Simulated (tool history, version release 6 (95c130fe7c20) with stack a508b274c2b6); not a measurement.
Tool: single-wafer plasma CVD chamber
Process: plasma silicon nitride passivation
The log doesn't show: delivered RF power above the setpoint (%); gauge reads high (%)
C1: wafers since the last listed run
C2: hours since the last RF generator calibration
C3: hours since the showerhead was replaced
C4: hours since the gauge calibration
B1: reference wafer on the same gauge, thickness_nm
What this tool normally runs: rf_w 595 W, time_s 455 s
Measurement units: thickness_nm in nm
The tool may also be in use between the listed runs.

Run 1, hour 0.0: usual settings but rf_w 630 W; C1 0; C2 1776.2; C3 2363.0; C4 11.6; B1 654.905. Result: thickness_nm 711.137 nm.
Run 2, hour 35.0: usual settings but rf_w 630 W; C1 126; C2 1811.2; C3 2398.0; C4 46.6; B1 654.987. Result: thickness_nm 708.637 nm.
Run 3, hour 66.2: usual settings but rf_w 630 W; C1 112; C2 1842.4; C3 2429.2; C4 77.8; B1 655.028. Result: thickness_nm 709.927 nm.
Run 4, hour 82.1: usual settings but rf_w 670 W; C1 57; C2 1858.3; C3 2445.1; C4 93.7; B1 655.121. Result: thickness_nm 720.049 nm.
Run 5, hour 97.2: usual settings but rf_w 670 W; C1 54; C2 1873.4; C3 2460.2; C4 108.8; B1 654.933. Result: thickness_nm 719.569 nm.
Run 6, hour 109.7: usual settings but rf_w 670 W; C1 45; C2 1885.9; C3 2472.7; C4 121.3; B1 654.795. Result: thickness_nm 718.345 nm.
Run 7, hour 141.3: usual settings; C1 114; C2 1917.5; C3 2504.3; C4 152.9; B1 654.725. Result: thickness_nm 703.123 nm.
Run 8, hour 164.5: usual settings but rf_w 625 W; C1 83; C2 1940.7; C3 2527.5; C4 176.1; B1 654.754. Result: thickness_nm 710.782 nm.
Run 9, hour 193.1: usual settings but rf_w 625 W; C1 103; C2 1969.3; C3 2556.1; C4 204.7; B1 654.929. Result: thickness_nm 710.630 nm.
Run 10, hour 205.4: usual settings but rf_w 625 W; C1 44; C2 1981.6; C3 2568.4; C4 217.0; B1 655.217. Result: thickness_nm 710.412 nm.
Run 11, hour 236.6: usual settings; C1 112; C2 2012.8; C3 2599.6; C4 248.2; B1 655.238. Result: thickness_nm 703.105 nm.
Run 12, hour 251.0: usual settings; C1 52; C2 2027.2; C3 2614.0; C4 262.6; B1 655.085. Result: thickness_nm 703.234 nm.
At hour 265.6: RF generator calibrated.
Run 13, hour 282.8: usual settings; C1 86; C2 17.2; C3 2645.8; C4 294.4; B1 655.038. Result: thickness_nm 696.426 nm.
Run 14, hour 296.6: usual settings but rf_w 555 W, time_s 428 s; C1 49; C2 31.0; C3 2659.6; C4 308.2; B1 654.826. Result: thickness_nm 646.157 nm.
At hour 312.4: gauge calibrated.
Run 15, hour 316.5: usual settings; C1 71; C2 50.9; C3 2679.5; C4 4.1; B1 655.206. Result: thickness_nm 696.666 nm.
Run 16, hour 340.2: usual settings; C1 85; C2 74.6; C3 2703.2; C4 27.8; B1 654.843. Result: thickness_nm 696.686 nm.
Run 17, hour 362.7: usual settings but rf_w 660 W, time_s 494 s; C1 81; C2 97.1; C3 2725.7; C4 50.3; B1 654.934. Result: thickness_nm 772.113 nm.
At hour 397.0: RF generator calibrated, repeated, since the last time left the tool worse.
Run 18, hour 397.5: usual settings but rf_w 690 W; C1 96; C2 0.5; C3 2760.5; C4 85.1; B1 654.994. Result: thickness_nm 731.784 nm.
At hour 443.2: showerhead replaced.
Run 19, hour 471.7: usual settings but rf_w 675 W, time_s 521 s; C1 239; C2 74.7; C3 28.5; C4 159.3; B1 654.854. Result: thickness_nm 835.958 nm.
Run 20, hour 486.4: usual settings but rf_w 480 W, time_s 415 s; C1 53; C2 89.4; C3 43.2; C4 174.0; B1 654.941. Result: thickness_nm 623.138 nm.
Run 21, hour 509.6: usual settings; C1 83; C2 112.6; C3 66.4; C4 197.2; B1 655.056. Result: thickness_nm 708.367 nm.
Run 22, hour 529.7: usual settings but rf_w 630 W; C1 72; C2 132.7; C3 86.5; C4 217.3; B1 654.857. Result: thickness_nm 716.886 nm.
Run 23, hour 544.1: usual settings but rf_w 510 W, time_s 397 s; C1 52; C2 147.1; C3 100.9; C4 231.7; B1 654.893. Result: thickness_nm 602.221 nm.
Run 24, hour 638.9: usual settings but rf_w 690 W, time_s 429 s; C1 342; C2 241.9; C3 195.7; C4 326.5; B1 654.871. Result: thickness_nm 688.944 nm.
At hour 647.7: gauge calibrated.
Run 25, hour 662.7: usual settings but rf_w 485 W, time_s 490 s; C1 86; C2 265.7; C3 219.5; C4 15.0; B1 654.968. Result: thickness_nm 735.380 nm.
Run 26, hour 691.4: usual settings but rf_w 490 W; C1 103; C2 294.4; C3 248.2; C4 43.7; B1 655.055. Result: thickness_nm 683.541 nm.

What if the next run were any one of these 4? Each begins from the tool's condition after run 26:
Run A, hour 691.9: usual settings but time_s 543 s; C1 1; C2 294.9; C3 248.7; C4 44.2; B1 ?. Result: thickness_nm ?.
Run B, hour 691.9: usual settings but rf_w 540 W, time_s 513 s; C1 1; C2 294.9; C3 248.7; C4 44.2; B1 ?. Result: thickness_nm ?.
Run C, hour 691.9: usual settings but rf_w 545 W; C1 1; C2 294.9; C3 248.7; C4 44.2; B1 ?. Result: thickness_nm ?.
Run D, hour 691.9: usual settings but rf_w 520 W, time_s 404 s; C1 1; C2 294.9; C3 248.7; C4 44.2; B1 ?. Result: thickness_nm ?.

run       B1  thickness_nm
  A  655.036       844.742
  B  655.036       782.992
  C  655.036       695.707
  D  655.036       612.171
Had the tool no hidden state, the same runs would have come out as:
run  thickness_nm
  A       847.833
  B       785.857
  C       698.253
  D       614.411
